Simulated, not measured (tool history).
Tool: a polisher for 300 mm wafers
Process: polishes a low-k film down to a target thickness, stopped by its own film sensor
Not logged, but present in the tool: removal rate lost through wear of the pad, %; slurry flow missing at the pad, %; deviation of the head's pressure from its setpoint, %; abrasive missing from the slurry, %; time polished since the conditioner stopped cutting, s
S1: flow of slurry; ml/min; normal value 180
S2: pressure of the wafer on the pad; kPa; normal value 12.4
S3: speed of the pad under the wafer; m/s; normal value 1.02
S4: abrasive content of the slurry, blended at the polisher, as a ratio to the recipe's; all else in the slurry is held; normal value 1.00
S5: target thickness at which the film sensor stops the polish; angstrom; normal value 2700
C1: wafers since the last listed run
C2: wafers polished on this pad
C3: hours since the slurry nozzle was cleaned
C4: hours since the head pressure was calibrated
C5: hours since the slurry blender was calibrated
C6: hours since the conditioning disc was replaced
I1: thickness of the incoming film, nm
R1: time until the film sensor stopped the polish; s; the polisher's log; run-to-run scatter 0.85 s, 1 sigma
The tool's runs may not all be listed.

run    hour   S1    S2    S3    S4    S5    C1    C2     C3     C4     C5     C6     I1     R1
  1     0.0  180  12.4  1.02  1.10  2640     0  3151  516.5  309.4  325.7  127.3  308.5  109.6
       43.8  -- slurry blender recalibrated
       77.4  -- worn pad replaced by a new one
  2    90.9  180  12.4  1.02  1.10  2640   971   154  607.4  400.3   47.1  218.2  304.2   97.3
  3   135.2  180  12.4  1.02  1.10  2640   506   661  651.7  444.6   91.4  262.5  306.0  105.0
      138.5  -- slurry nozzle cleaned
  4   166.4  180  12.4  1.02  1.00  2700   345  1006   27.9  475.8  122.6  293.7  308.9  103.9
      265.3  -- conditioning disc replaced and pad reconditioned
  5   283.6  180  12.4  1.02  1.00  2700  1317  2324  145.1  593.0  239.8   18.3  312.4  113.5
      306.0  -- head pressure recalibrated
  6   309.6  180  12.4  1.02  1.00  2700   274  2598  171.1    3.6  265.8   44.3  314.5  118.6
  7   361.1  180  12.4  1.02  1.00  2700   589  3187  222.6   55.1  317.3   95.8  312.4  113.6
      379.0  -- worn pad replaced by a new one
      383.2  -- slurry blender recalibrated
  8   386.9  180  12.4  1.02  1.00  2700   226    67  248.4   80.9    3.7  121.6  310.3  101.6
  9   450.5  180  12.4  1.02  1.00  2700   727   794  312.0  144.5   67.3  185.2  310.0  106.1
 10   508.1  155  12.4  1.02  1.00  2700   658  1453  369.6  202.1  124.9  242.8  314.6  119.6
 11   554.7  180  12.4  1.38  1.25  2780   532  1986  416.2  248.7  171.5  289.4  308.2   56.3
 12   596.0  180  12.4  1.02  1.00  2700   472  2458  457.5  290.0  212.8  330.7  306.4   98.7
      599.2  -- conditioning disc replaced and pad reconditioned
 13   666.2  180  12.4  0.72  1.00  2660   780  3238  527.7  360.2  283.0   67.0  312.6  161.0
      698.3  -- worn pad replaced by a new one
      720.1  -- slurry blender recalibrated
 14   720.6  230  12.4  1.02  1.10  2700   553   231  582.1  414.6    0.5  121.4  309.1   88.5
 15   773.7  140  12.4  1.16  1.20  2700   607   838  635.2  467.7   53.6  174.5  312.0   91.8
 16   846.3  180  12.4  1.02  1.00  2700   830  1669  707.8  540.3  126.2  247.1  310.4  107.3
      854.7  -- slurry nozzle cleaned
 17   871.9  145  12.4  1.02  0.90  2590   281  1950   17.2  565.9  151.8  272.7  312.3  161.3
 18   900.7  145  10.3  1.02  1.30  2700   329  2280   46.0  594.7  180.6  301.5  306.8  105.1
      902.8  -- conditioning disc replaced and pad reconditioned
 19   936.3  180  12.4  1.02  1.00  2700   384  2664   81.6  630.3  216.2   33.5  309.3  102.5
 20  1000.8  180  12.4  1.12  1.00  2700   737  3402  146.1  694.8  280.7   98.0  315.1  111.6
     1009.7  -- worn pad replaced by a new one
     1054.7  -- slurry blender recalibrated
 21  1055.2  200  12.4  1.02  0.70  2750   553   497  200.5  749.2    0.5  152.4  308.1  113.3
     1059.9  -- head pressure recalibrated
 22  1116.2  180   9.0  0.86  1.00  2700   674  1172  261.5   56.3   61.5  213.4  310.6  163.9
 23  1146.1  180  12.4  1.02  1.00  2700   341  1514  291.4   86.2   91.4  243.3  307.8  100.0
 24  1186.8  135  12.4  0.72  1.00  2700   465  1980  332.1  126.9  132.1  284.0  313.6  159.5
     1213.1  -- conditioning disc replaced and pad reconditioned
 25  1251.8  180  12.4  1.02  1.00  2700   720  2700  397.1  191.9  197.1   38.7  304.8   92.0

A few steps of R1 between consecutive runs. Split each: what settings, incoming material and random variation would produce without the hidden state, and what is left over for the hidden state, along with gauge scatter present in only one of the two compared results (measured, and without hidden state):
Run 7 -> 8: worn pad replaced by a new one, slurry blender recalibrated. R1 -12.0 s: hidden state -6.1, all else -5.9.
Run 13 -> 14: S1 180 -> 230, S3 0.72 -> 1.02, S4 1.00 -> 1.10, S5 2660 -> 2700, worn pad replaced by a new one, slurry blender recalibrated. R1 -72.5 s: hidden state -9.3, all else -63.2.
Run 24 -> 25: S1 135 -> 180, S3 0.72 -> 1.02, conditioning disc replaced and pad reconditioned. R1 -67.5 s: hidden state -5.8, all else -61.7.
